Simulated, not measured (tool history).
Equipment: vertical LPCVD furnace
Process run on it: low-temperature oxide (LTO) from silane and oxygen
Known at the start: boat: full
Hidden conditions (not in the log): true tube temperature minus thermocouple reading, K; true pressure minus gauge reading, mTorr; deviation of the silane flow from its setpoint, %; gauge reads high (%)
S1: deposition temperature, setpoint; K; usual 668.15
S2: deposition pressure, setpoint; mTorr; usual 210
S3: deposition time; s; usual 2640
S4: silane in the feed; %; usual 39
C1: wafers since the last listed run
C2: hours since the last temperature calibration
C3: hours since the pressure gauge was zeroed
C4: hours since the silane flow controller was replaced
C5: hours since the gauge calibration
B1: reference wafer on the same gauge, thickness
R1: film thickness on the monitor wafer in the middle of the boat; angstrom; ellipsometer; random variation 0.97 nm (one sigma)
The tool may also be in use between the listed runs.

run,hour,S1,S2,S3,S4,C1,C2,C3,C4,C5,B1,R1
1,0,668.15,190,2640,39,0,4593.1,3193.3,1097.5,654.3,390.3,3214.2
2,63.8,668.15,230,2640,34,876,4656.9,3257.1,1161.3,718.1,389.57,3279.3
3,121.6,668.15,210,2640,39,794,4714.7,3314.9,1219.1,775.9,390.39,3544.5
4,174.4,668.15,210,2640,39,725,4767.5,3367.7,1271.9,828.7,389.95,3563.6
5,224.1,668.15,210,2640,39,683,4817.2,3417.4,1321.6,878.4,389.8,3573.9
6,260.5,671.15,210,2640,41,500,4853.6,3453.8,1358,914.8,390.07,3924.4
7,326.6,668.15,210,2640,39,908,4919.7,3519.9,1424.1,980.9,389.98,3585.7
8,398.3,660.15,210,2640,39,985,4991.4,3591.6,1495.8,1052.6,390.34,3269.5
9,448.9,660.15,210,2640,39,695,5042,3642.2,1546.4,1103.2,389.99,3284.9
10,474.4,668.15,210,2910,39,350,5067.5,3667.7,1571.9,1128.7,389.99,3957.3
# hour 500.3: thermocouples replaced and temperature profile calibrated
11,522.5,668.15,210,2910,39,331,22.2,3715.8,1620,1176.8,389.89,3819.8
# hour 550.7: pressure gauge zeroed
12,588.5,668.15,210,2910,39,577,88.2,37.8,1686,1242.8,390.17,3843.7
13,622.8,668.15,210,2640,39,471,122.5,72.1,1720.3,1277.1,390.11,3497.6
14,691.4,668.15,210,2640,39,942,191.1,140.7,1788.9,1345.7,390.63,3485.6
# hour 878.3: silane flow controller replaced
15,891.1,675.15,210,2910,39,2414,390.8,340.4,12.8,1545.4,390.55,4114.7
# hour 894.9: gauge calibrated
16,916.8,675.15,235,1590,42,353,416.5,366.1,38.5,21.9,390,2748.1

Predict the results of run 17:
17,973.5,677.15,210,2640,39,779,473.2,422.8,95.2,78.6,?,?

Run 17 gave B1 390.01, R1 3814.7 angstrom.
With the hidden condition absent and the run-to-run variation left alone, this run would have shown R1 3772.1 angstrom.
